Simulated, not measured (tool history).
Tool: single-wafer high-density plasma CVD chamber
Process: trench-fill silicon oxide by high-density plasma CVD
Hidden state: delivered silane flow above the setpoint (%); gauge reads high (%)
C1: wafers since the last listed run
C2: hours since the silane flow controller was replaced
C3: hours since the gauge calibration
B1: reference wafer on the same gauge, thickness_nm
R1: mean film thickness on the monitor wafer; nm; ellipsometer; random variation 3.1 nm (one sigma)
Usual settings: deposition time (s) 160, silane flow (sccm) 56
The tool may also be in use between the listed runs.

Run 1, hour 0: usual settings; C1 0; C2 1558.1; C3 1197; B1 1034.147. Result: R1 951.505 nm.
Run 2, hour 74.8: usual settings; C1 740; C2 1632.9; C3 1271.8; B1 1033.157. Result: R1 951.654 nm.
Run 3, hour 174.8: usual settings; C1 990; C2 1732.9; C3 1371.8; B1 1033.665. Result: R1 961.794 nm.
Run 4, hour 216.9: usual settings; C1 416; C2 1775; C3 1413.9; B1 1034.193. Result: R1 970.571 nm.
Run 5, hour 303.9: usual settings; C1 861; C2 1862; C3 1500.9; B1 1033.301. Result: R1 967.35 nm.
At hour 341: gauge calibrated.
Run 6, hour 364.3: usual settings; C1 598; C2 1922.4; C3 23.3; B1 1033.709. Result: R1 975.12 nm.
Run 7, hour 430: usual settings; C1 650; C2 1988.1; C3 89; B1 1034.064. Result: R1 974.029 nm.
At hour 455.8: silane flow controller replaced.
Run 8, hour 485.8: usual settings; C1 473; C2 30; C3 144.8; B1 1032.639. Result: R1 919.024 nm.
Run 9, hour 578.2: usual settings; C1 914; C2 122.4; C3 237.2; B1 1034.079. Result: R1 926.741 nm.
Run 10, hour 660.1: usual settings; C1 810; C2 204.3; C3 319.1; B1 1034.452. Result: R1 914.28 nm.
Run 11, hour 699.8: usual settings; C1 393; C2 244; C3 358.8; B1 1033.375. Result: R1 924.578 nm.
Run 12, hour 789.9: usual settings; C1 892; C2 334.1; C3 448.9; B1 1033.808. Result: R1 919.32 nm.
Run 13, hour 877.2: usual settings; C1 864; C2 421.4; C3 536.2; B1 1032.737. Result: R1 924.175 nm.
Run 14, hour 941.7: usual settings; C1 638; C2 485.9; C3 600.7; B1 1035.056. Result: R1 924.349 nm.
Run 15, hour 1031.2: usual settings; C1 886; C2 575.4; C3 690.2; B1 1034.368. Result: R1 925.22 nm.
Run 16, hour 1068.3: usual settings; C1 367; C2 612.5; C3 727.3; B1 1033.706. Result: R1 930.492 nm.
Run 17, hour 1171.9: usual settings; C1 1025; C2 716.1; C3 830.9; B1 1034.492. Result: R1 930.565 nm.
Run 18, hour 1208.2: usual settings; C1 359; C2 752.4; C3 867.2; B1 1033.673. Result: R1 926.084 nm.
Run 19, hour 1276.8: usual settings; C1 679; C2 821; C3 935.8; B1 1033.255. Result: R1 928.389 nm.
Run 20, hour 1336.1: usual settings; C1 587; C2 880.3; C3 995.1; B1 1033.984. Result: R1 928.728 nm.
Run 21, hour 1417.3: usual settings but silane flow (sccm) 47; C1 803; C2 961.5; C3 1076.3; B1 1034.117. Result: R1 785.594 nm.
Run 22, hour 1474.7: usual settings but silane flow (sccm) 67; C1 568; C2 1018.9; C3 1133.7; B1 1033.865. Result: R1 1112.3 nm.
Run 23, hour 1570: usual settings but deposition time (s) 131, silane flow (sccm) 47; C1 943; C2 1114.2; C3 1229; B1 1033.874. Result: R1 644.253 nm.
Run 24, hour 1647.8: usual settings; C1 770; C2 1192; C3 1306.8; B1 1034.027. Result: R1 941.948 nm.
Run 25, hour 1736.6: usual settings but deposition time (s) 131, silane flow (sccm) 59; C1 879; C2 1280.8; C3 1395.6; B1 1034.053. Result: R1 814.22 nm.
Run 26, hour 1776.1: usual settings but deposition time (s) 151; C1 391; C2 1320.3; C3 1435.1; B1 1033.093. Result: R1 889.702 nm.
Run 27, hour 1865.3: usual settings; C1 883; C2 1409.5; C3 1524.3; B1 1033.562. Result: R1 944.895 nm.
At hour 1870.6: gauge calibrated.
Run 28, hour 1926.7: usual settings but deposition time (s) 173, silane flow (sccm) 48; C1 607; C2 1470.9; C3 56.1; B1 1034.111. Result: R1 882.561 nm.
At hour 2051.4: silane flow controller replaced.
Run 29, hour 2138.6: usual settings but deposition time (s) 182, silane flow (sccm) 51; C1 2018; C2 87.2; C3 268; B1 1034.226. Result: R1 943.252 nm.
Run 30, hour 2207.6: usual settings; C1 683; C2 156.2; C3 337; B1 1033.219. Result: R1 913.654 nm.
Run 31, hour 2243.9: usual settings but silane flow (sccm) 52; C1 359; C2 192.5; C3 373.3; B1 1034.25. Result: R1 846.41 nm.
Run 32, hour 2331.7: usual settings but silane flow (sccm) 60; C1 869; C2 280.3; C3 461.1; B1 1034.252. Result: R1 976.109 nm.
Run 33, hour 2391.1: usual settings; C1 588; C2 339.7; C3 520.5; B1 1033.698. Result: R1 913.138 nm.
Run 34, hour 2429.5: usual settings but deposition time (s) 139, silane flow (sccm) 63; C1 380; C2 378.1; C3 558.9; B1 1033.126. Result: R1 897.342 nm.
Run 35, hour 2489.5: usual settings; C1 594; C2 438.1; C3 618.9; B1 1033.328. Result: R1 910.042 nm.
Run 36, hour 2572.9: usual settings but deposition time (s) 177; C1 825; C2 521.5; C3 702.3; B1 1034.651. Result: R1 1017.543 nm.
Run 37, hour 2609.4: usual settings but deposition time (s) 176, silane flow (sccm) 67; C1 361; C2 558; C3 738.8; B1 1033.577. Result: R1 1202.051 nm.
Run 38, hour 2671.6: usual settings but deposition time (s) 142; C1 615; C2 620.2; C3 801; B1 1034.254. Result: R1 811.5 nm.
Run 39, hour 2753.9: usual settings but deposition time (s) 191; C1 814; C2 702.5; C3 883.3; B1 1034.946. Result: R1 1093.368 nm.
Run 40, hour 2860.4: usual settings but deposition time (s) 181; C1 1054; C2 809; C3 989.8; B1 1032.923. Result: R1 1047.06 nm.

What the log doesn't show, run by run:
gauge reads high (%): 0 in every run
H1: delivered silane flow above the setpoint (%)
run       H1
  1     3.96
  2     4.32
  3     4.83
  4     5.05
  5     5.52
  6     5.86
  7     6.25
  8   -0.101
  9  -0.0795
 10  -0.0395
 11  -0.0128
 12   0.0651
 13    0.164
 14    0.251
 15    0.393
 16    0.459
 17    0.665
 18    0.745
 19    0.906
 20     1.06
 21     1.28
 22     1.45
 23     1.76
 24     2.02
 25     2.35
 26     2.51
 27     2.87
 28     3.13
 29   -0.887
 30   -0.862
 31   -0.843
 32   -0.781
 33   -0.725
 34   -0.684
 35   -0.611
 36   -0.491
 37   -0.432
 38   -0.323
 39    -0.16
 40   0.0809

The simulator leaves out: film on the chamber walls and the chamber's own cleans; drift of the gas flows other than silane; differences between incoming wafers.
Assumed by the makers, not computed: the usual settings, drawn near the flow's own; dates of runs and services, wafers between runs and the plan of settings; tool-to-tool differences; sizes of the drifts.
